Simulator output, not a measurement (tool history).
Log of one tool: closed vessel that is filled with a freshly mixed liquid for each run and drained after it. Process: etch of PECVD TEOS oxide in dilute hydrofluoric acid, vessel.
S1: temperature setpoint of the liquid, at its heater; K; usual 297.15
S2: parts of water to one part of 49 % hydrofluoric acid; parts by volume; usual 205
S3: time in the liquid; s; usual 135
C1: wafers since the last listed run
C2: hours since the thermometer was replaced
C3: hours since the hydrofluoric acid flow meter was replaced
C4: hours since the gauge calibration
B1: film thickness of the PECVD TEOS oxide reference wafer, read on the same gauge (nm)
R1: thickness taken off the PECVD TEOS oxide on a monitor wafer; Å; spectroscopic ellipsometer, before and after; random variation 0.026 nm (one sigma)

{"run": 1, "hour": 0.0, "S1": 297.15, "S2": 230, "S3": 185, "C1": 0, "C2": 814.1, "C3": 1493.7, "C4": 164.3, "B1": 130, "R1": 45.3}
{"run": 2, "hour": 53.6, "S1": 297.15, "S2": 205, "S3": 135, "C1": 7119, "C2": 867.7, "C3": 1547.3, "C4": 217.9, "B1": 129.99, "R1": 37.7}
{"run": 3, "hour": 66.9, "S1": 297.15, "S2": 205, "S3": 135, "C1": 1766, "C2": 881, "C3": 1560.6, "C4": 231.2, "B1": 130, "R1": 37.7}
{"hour": 77.0, "done": "gauge calibrated"}
{"run": 4, "hour": 78.8, "S1": 297.15, "S2": 205, "S3": 135, "C1": 1580, "C2": 892.9, "C3": 1572.5, "C4": 1.8, "B1": 129.99, "R1": 37.3}
{"run": 5, "hour": 113.0, "S1": 297.15, "S2": 205, "S3": 170, "C1": 4542, "C2": 927.1, "C3": 1606.7, "C4": 36, "B1": 130.01, "R1": 46.5}
{"run": 6, "hour": 120.6, "S1": 297.15, "S2": 205, "S3": 170, "C1": 1009, "C2": 934.7, "C3": 1614.3, "C4": 43.6, "B1": 129.98, "R1": 46.5}
{"run": 7, "hour": 136.5, "S1": 297.15, "S2": 205, "S3": 170, "C1": 2111, "C2": 950.6, "C3": 1630.2, "C4": 59.5, "B1": 130.01, "R1": 46.2}
{"run": 8, "hour": 145.5, "S1": 300.15, "S2": 205, "S3": 135, "C1": 1195, "C2": 959.6, "C3": 1639.2, "C4": 68.5, "B1": 129.99, "R1": 41.2}
{"hour": 157.2, "done": "hydrofluoric acid flow meter replaced"}
{"run": 9, "hour": 160.0, "S1": 297.15, "S2": 205, "S3": 100, "C1": 1793, "C2": 974.1, "C3": 2.8, "C4": 83, "B1": 130, "R1": 31.8}
{"run": 10, "hour": 174.7, "S1": 293.65, "S2": 175, "S3": 135, "C1": 1952, "C2": 988.8, "C3": 17.5, "C4": 97.7, "B1": 129.99, "R1": 45}
{"hour": 182.6, "done": "thermometer replaced"}
{"run": 11, "hour": 183.7, "S1": 297.15, "S2": 265, "S3": 135, "C1": 1062, "C2": 1.1, "C3": 26.5, "C4": 106.7, "B1": 130, "R1": 34.5}
{"run": 12, "hour": 196.3, "S1": 297.15, "S2": 205, "S3": 135, "C1": 1673, "C2": 13.7, "C3": 39.1, "C4": 119.3, "B1": 130, "R1": 46.8}
{"run": 13, "hour": 209.0, "S1": 295.65, "S2": 135, "S3": 55, "C1": 1686, "C2": 26.4, "C3": 51.8, "C4": 132, "B1": 130, "R1": 29.7}
{"run": 14, "hour": 216.5, "S1": 298.65, "S2": 175, "S3": 135, "C1": 996, "C2": 33.9, "C3": 59.3, "C4": 139.5, "B1": 130, "R1": 60.2}
{"run": 15, "hour": 231.4, "S1": 297.15, "S2": 205, "S3": 135, "C1": 1979, "C2": 48.8, "C3": 74.2, "C4": 154.4, "B1": 129.99, "R1": 46.3}
{"run": 16, "hour": 246.9, "S1": 299.65, "S2": 205, "S3": 135, "C1": 2058, "C2": 64.3, "C3": 89.7, "C4": 169.9, "B1": 129.99, "R1": 50.7}

Forecast each of these 5 alternatives for the next run:
{"run": "A", "hour": 247.6, "S1": 297.15, "S2": 205, "S3": 135, "C1": 92, "C2": 65, "C3": 90.4, "C4": 170.6, "B1": "?", "R1": "?"}
{"run": "B", "hour": 247.6, "S1": 298.65, "S2": 110, "S3": 135, "C1": 92, "C2": 65, "C3": 90.4, "C4": 170.6, "B1": "?", "R1": "?"}
{"run": "C", "hour": 247.6, "S1": 292.65, "S2": 205, "S3": 85, "C1": 92, "C2": 65, "C3": 90.4, "C4": 170.6, "B1": "?", "R1": "?"}
{"run": "D", "hour": 247.6, "S1": 302.15, "S2": 270, "S3": 175, "C1": 92, "C2": 65, "C3": 90.4, "C4": 170.6, "B1": "?", "R1": "?"}
{"run": "E", "hour": 247.6, "S1": 292.65, "S2": 260, "S3": 135, "C1": 92, "C2": 65, "C3": 90.4, "C4": 170.6, "B1": "?", "R1": "?"}

run=A B1=130 R1=46.4
run=B B1=130 R1=102.3
run=C B1=130 R1=24.7
run=D B1=130 R1=50.7
run=E B1=130 R1=29.3
Without the tool's hidden state the same runs would have given:
run=A R1=48.9
run=B R1=107.6
run=C R1=26
run=D R1=53.4
run=E R1=30.9
